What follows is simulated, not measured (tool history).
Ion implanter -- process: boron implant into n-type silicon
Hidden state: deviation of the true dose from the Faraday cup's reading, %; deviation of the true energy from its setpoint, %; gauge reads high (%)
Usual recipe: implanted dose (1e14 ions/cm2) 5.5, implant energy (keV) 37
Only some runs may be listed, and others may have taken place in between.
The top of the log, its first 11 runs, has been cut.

run,hour,implanted dose (1e14 ions/cm2),implant energy (keV),wafers since the last listed run,hours since the last dose calibration,hours since the extraction supply was calibrated,hours since the gauge calibration,"read-back reference wafer on the same gauge, sheet resistance",sheet resistance of the implanted and annealed layer (ohm/square)
12,951.4,5.5,37,1448,220.9,4460.2,2115.6,191.96,160.63
13,1043.7,5.5,37,1943,313.2,4552.5,2207.9,192.2,161.24
14,1141.3,5.5,32.5,2054,410.8,4650.1,2305.5,191.77,162.62
# hour 1145.2: gauge calibrated
15,1214.3,5.5,37,1536,483.8,4723.1,69.1,192.34,161.67
16,1294.6,5.5,37,1690,564.1,4803.4,149.4,192.22,161.91
17,1395.4,5.5,37,2122,664.9,4904.2,250.2,191.95,163.13
# hour 1456.5: extraction supply calibrated
18,1489.2,6.55,37,1806,758.7,32.7,344,191.92,138.92
19,1567.5,6.83,48.5,1648,837,111,422.3,192.42,130.94
20,1641.8,5.5,43.5,1564,911.3,185.3,496.6,192.06,157.74
21,1713.3,4.91,28.5,1505,982.8,256.8,568.1,191.83,182.78
22,1767.8,6.31,37,1147,1037.3,311.3,622.6,191.97,144.26
23,1826.2,7.13,37,1229,1095.7,369.7,681,192.17,130.97
24,1891.9,5.5,37,1383,1161.4,435.4,746.7,191.74,161.5
25,1959.2,4.68,37,1416,1228.7,502.7,814,192.41,185.29
26,2061.9,4.32,26,2162,1331.4,605.4,916.7,192.1,203.84
27,2112.6,7.03,41.5,1067,1382.1,656.1,967.4,192.04,128.69
28,2163.4,4.37,42,1069,1432.9,706.9,1018.2,191.77,194.19
29,2242.9,4.79,32,1673,1512.4,786.4,1097.7,192.06,184.38
# hour 2264.2: Faraday cup replaced and dose calibrated
30,2432.3,4.58,45.5,3819,168.1,975.8,1287.1,191.69,183.24
31,2492.7,4.83,37,1271,228.5,1036.2,1347.5,191.99,179.41
32,2557.8,6.16,25,1370,293.6,1101.3,1412.6,192.41,151.54
33,2624.8,6.83,48.5,1410,360.6,1168.3,1479.6,191.74,130.71
34,2716.5,6.37,37,1930,452.3,1260,1571.3,191.7,143.96
35,2775.8,5.5,41.5,1248,511.6,1319.3,1630.6,192.1,159.13
36,2848.1,4.41,33,1522,583.9,1391.6,1702.9,192.14,195.23

Forecast each of these 5 alternatives for the next run:
A,2848.5,5.5,37,8,584.3,1392,1703.3,?,?
B,2848.5,4.17,43,8,584.3,1392,1703.3,?,?
C,2848.5,5.5,48.5,8,584.3,1392,1703.3,?,?
D,2848.5,4.07,37,8,584.3,1392,1703.3,?,?
E,2848.5,6.76,45,8,584.3,1392,1703.3,?,?

run,"read-back reference wafer on the same gauge, sheet resistance",sheet resistance of the implanted and annealed layer (ohm/square)
A,191.73,160.14
B,191.73,198.59
C,191.73,155.65
D,191.73,206.02
E,191.73,132.34
Stripped of hidden state, with their random variation kept, the same runs would have yielded:
run,sheet resistance of the implanted and annealed layer (ohm/square)
A,160.14
B,198.59
C,155.65
D,206.02
E,132.34
